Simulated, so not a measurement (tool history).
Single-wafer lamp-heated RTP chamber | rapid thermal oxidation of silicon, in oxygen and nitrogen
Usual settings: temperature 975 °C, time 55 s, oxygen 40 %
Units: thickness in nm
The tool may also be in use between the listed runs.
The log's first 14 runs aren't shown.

run     day  temperature  time  oxygen  wafers since the last listed run  wafers since the last pyrometer calibration  hours since the oxygen flow controller was replaced  hours since the gauge calibration  read-back reference wafer on the same gauge, thickness  thickness
 15  13.654          975    55      40                               382                                         5425                                               3526.7                              502.4                                                   3.905      3.993
 16  15.100          953    55      68                               606                                         6031                                               3561.4                              537.1                                                   3.895      4.031
     16.508  -- gauge calibrated
 17  17.492          959    55      40                              1003                                         7035                                               3618.8                               23.6                                                   3.898      3.629
 18  18.100         1003    42      30                               255                                         7290                                               3633.4                               38.2                                                   3.900      3.952
 19  19.458          959    82      17                               570                                         7861                                               3666.0                               70.8                                                   3.896      3.379
     20.492  -- oxygen flow controller replaced
 20  20.583          975    55      40                               332                                         8193                                                  2.2                               97.8                                                   3.897      3.993
 21  21.246          958    42      40                               278                                         8471                                                 18.1                              113.7                                                   3.906      3.321
 22  21.950          984    55      17                               295                                         8766                                                 35.0                              130.6                                                   3.907      3.386
 23  22.633          975    77      40                               286                                         9053                                                 51.4                              147.0                                                   3.900      4.536

The next listed run, before its measurement:
     23.088  -- pyrometer window cleaned and pyrometer calibrated
 24  23.208          975    65      40                               101                                           49                                                 65.2                              160.8                                                       ?          ?

read-back reference wafer on the same gauge, thickness: 3.901
thickness: 4.161 nm
Without the tool's hidden state the same run would have given thickness 4.157 nm.

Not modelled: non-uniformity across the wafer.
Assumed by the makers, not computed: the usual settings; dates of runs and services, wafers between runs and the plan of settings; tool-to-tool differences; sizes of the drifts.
